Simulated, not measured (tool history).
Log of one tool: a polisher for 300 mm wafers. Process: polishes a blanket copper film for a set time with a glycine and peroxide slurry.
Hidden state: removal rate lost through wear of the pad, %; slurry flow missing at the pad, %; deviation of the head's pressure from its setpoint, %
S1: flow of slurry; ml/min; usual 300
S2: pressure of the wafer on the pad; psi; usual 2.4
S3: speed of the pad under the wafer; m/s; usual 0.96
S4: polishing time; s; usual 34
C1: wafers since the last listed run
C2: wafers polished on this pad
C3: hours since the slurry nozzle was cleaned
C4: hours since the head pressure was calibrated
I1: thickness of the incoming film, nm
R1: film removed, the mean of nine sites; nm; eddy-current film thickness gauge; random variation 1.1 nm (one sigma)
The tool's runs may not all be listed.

run 1 day=0.000 | S1=300 S2=2.4 S3=0.84 S4=34 | C1=0 C2=2036 C3=3.3 C4=283.2 | I1=1586.3 | R1=162.8
run 2 day=2.171 | S1=300 S2=2.4 S3=0.84 S4=34 | C1=775 C2=2811 C3=55.4 C4=335.3 | I1=1587.8 | R1=162.0
-- day=2.767 head pressure recalibrated
run 3 day=4.942 | S1=300 S2=2.4 S3=0.96 S4=34 | C1=959 C2=3771 C3=121.9 C4=52.2 | I1=1584.3 | R1=178.7
run 4 day=7.575 | S1=300 S2=2.4 S3=0.96 S4=43 | C1=940 C2=4711 C3=185.1 C4=115.4 | I1=1570.3 | R1=225.4
-- day=8.646 worn pad replaced by a new one
run 5 day=9.925 | S1=300 S2=2.4 S3=0.96 S4=43 | C1=779 C2=456 C3=241.5 C4=171.8 | I1=1556.1 | R1=223.2
run 6 day=12.904 | S1=300 S2=2.4 S3=0.96 S4=34 | C1=1063 C2=1520 C3=313.0 C4=243.3 | I1=1567.3 | R1=173.8
-- day=13.254 slurry nozzle cleaned
run 7 day=15.046 | S1=325 S2=2.4 S3=0.96 S4=34 | C1=749 C2=2270 C3=43.0 C4=294.7 | I1=1559.6 | R1=181.0
-- day=16.158 head pressure recalibrated
run 8 day=16.612 | S1=325 S2=2.4 S3=0.96 S4=34 | C1=529 C2=2799 C3=80.6 C4=10.9 | I1=1587.8 | R1=179.5
run 9 day=18.125 | S1=300 S2=2.4 S3=0.96 S4=34 | C1=540 C2=3339 C3=116.9 C4=47.2 | I1=1559.1 | R1=178.2
run 10 day=19.896 | S1=300 S2=2.4 S3=0.96 S4=34 | C1=632 C2=3972 C3=159.4 C4=89.7 | I1=1550.0 | R1=176.4
run 11 day=22.146 | S1=300 S2=2.4 S3=0.96 S4=34 | C1=803 C2=4775 C3=213.4 C4=143.7 | I1=1587.6 | R1=177.9
-- day=23.267 worn pad replaced by a new one
run 12 day=23.367 | S1=300 S2=2.4 S3=0.96 S4=34 | C1=376 C2=35 C3=242.7 C4=173.0 | I1=1561.3 | R1=176.2
run 13 day=26.233 | S1=300 S2=2.4 S3=0.96 S4=34 | C1=1023 C2=1059 C3=311.5 C4=241.8 | I1=1558.0 | R1=173.6
-- day=26.908 slurry nozzle cleaned
run 14 day=28.808 | S1=300 S2=2.4 S3=0.96 S4=34 | C1=904 C2=1963 C3=45.6 C4=303.6 | I1=1537.9 | R1=182.2
-- day=29.012 head pressure recalibrated
run 15 day=31.583 | S1=300 S2=2.4 S3=0.96 S4=34 | C1=961 C2=2925 C3=112.2 C4=61.7 | I1=1571.9 | R1=180.5
run 16 day=33.033 | S1=300 S2=2.4 S3=0.96 S4=24 | C1=517 C2=3442 C3=147.0 C4=96.5 | I1=1560.2 | R1=126.2
-- day=37.038 worn pad replaced by a new one
run 17 day=39.038 | S1=300 S2=2.4 S3=0.96 S4=24 | C1=2084 C2=714 C3=291.1 C4=240.6 | I1=1548.1 | R1=123.0
-- day=40.629 slurry nozzle cleaned
run 18 day=40.692 | S1=250 S2=2.4 S3=1.28 S4=34 | C1=575 C2=1290 C3=1.5 C4=280.3 | I1=1542.3 | R1=222.5

The next listed run, before its measurement:
run 19 day=41.829 | S1=300 S2=1.8 S3=0.96 S4=27 | C1=406 C2=1696 C3=28.8 C4=307.6 | I1=1560.4 | R1=?

{"run 19": {"R1": 114.1}}
Without the tool's hidden state the same run would have given R1 114.7 nm.
